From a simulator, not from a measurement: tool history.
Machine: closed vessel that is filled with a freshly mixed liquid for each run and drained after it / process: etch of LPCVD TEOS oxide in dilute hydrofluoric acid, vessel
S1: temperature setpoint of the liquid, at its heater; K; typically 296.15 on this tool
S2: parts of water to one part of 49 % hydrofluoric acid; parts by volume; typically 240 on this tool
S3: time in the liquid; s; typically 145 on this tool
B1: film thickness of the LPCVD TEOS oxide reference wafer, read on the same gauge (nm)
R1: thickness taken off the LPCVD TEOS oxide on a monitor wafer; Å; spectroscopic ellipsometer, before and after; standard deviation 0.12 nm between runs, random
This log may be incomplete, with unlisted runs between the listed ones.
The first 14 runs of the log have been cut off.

run 15 hour=530.5 | S1=298.65 S2=240 S3=145 | B1=48.92 | R1=216.5
run 16 hour=560.6 | S1=296.15 S2=240 S3=85 | B1=48.9 | R1=116.7
run 17 hour=590.8 | S1=296.15 S2=240 S3=145 | B1=48.93 | R1=198.1
run 18 hour=606.5 | S1=292.65 S2=160 S3=60 | B1=48.95 | R1=116.1
run 19 hour=637.1 | S1=291.65 S2=240 S3=145 | B1=48.88 | R1=166.9
run 20 hour=649.9 | S1=296.15 S2=240 S3=145 | B1=48.89 | R1=198.1
run 21 hour=669.7 | S1=293.15 S2=295 S3=95 | B1=48.89 | R1=89.9
-- hour=697.4 hydrofluoric acid flow meter replaced
-- hour=702.5 gauge calibrated
run 22 hour=721.1 | S1=291.65 S2=150 S3=145 | B1=49.96 | R1=295.1
run 23 hour=744.4 | S1=296.15 S2=190 S3=145 | B1=49.77 | R1=267.2
run 24 hour=766.1 | S1=293.65 S2=240 S3=70 | B1=49.62 | R1=89.1
run 25 hour=795 | S1=296.15 S2=355 S3=100 | B1=49.48 | R1=83.7
run 26 hour=829.7 | S1=298.15 S2=345 S3=80 | B1=49.42 | R1=73.9
run 27 hour=849.2 | S1=298.65 S2=200 S3=145 | B1=49.35 | R1=273.8
run 28 hour=878.3 | S1=296.15 S2=240 S3=145 | B1=49.27 | R1=200.4
run 29 hour=894.9 | S1=296.15 S2=240 S3=145 | B1=49.21 | R1=199.7
run 30 hour=917.2 | S1=296.15 S2=240 S3=145 | B1=49.14 | R1=197
run 31 hour=942.7 | S1=296.15 S2=240 S3=65 | B1=49.1 | R1=89

Here are 3 independent what-if runs from the current tool condition. What would each one return?
run A hour=943.4 | S1=296.15 S2=240 S3=95 | B1=? | R1=?
run B hour=943.4 | S1=301.15 S2=275 S3=80 | B1=? | R1=?
run C hour=943.4 | S1=296.15 S2=285 S3=90 | B1=? | R1=?

run=A B1=49.09 R1=128.9
run=B B1=49.09 R1=108.8
run=C B1=49.09 R1=98.4
Stripped of hidden state, with their random variation kept, the same runs would have yielded:
run=A R1=131.3
run=B R1=110.8
run=C R1=100.2

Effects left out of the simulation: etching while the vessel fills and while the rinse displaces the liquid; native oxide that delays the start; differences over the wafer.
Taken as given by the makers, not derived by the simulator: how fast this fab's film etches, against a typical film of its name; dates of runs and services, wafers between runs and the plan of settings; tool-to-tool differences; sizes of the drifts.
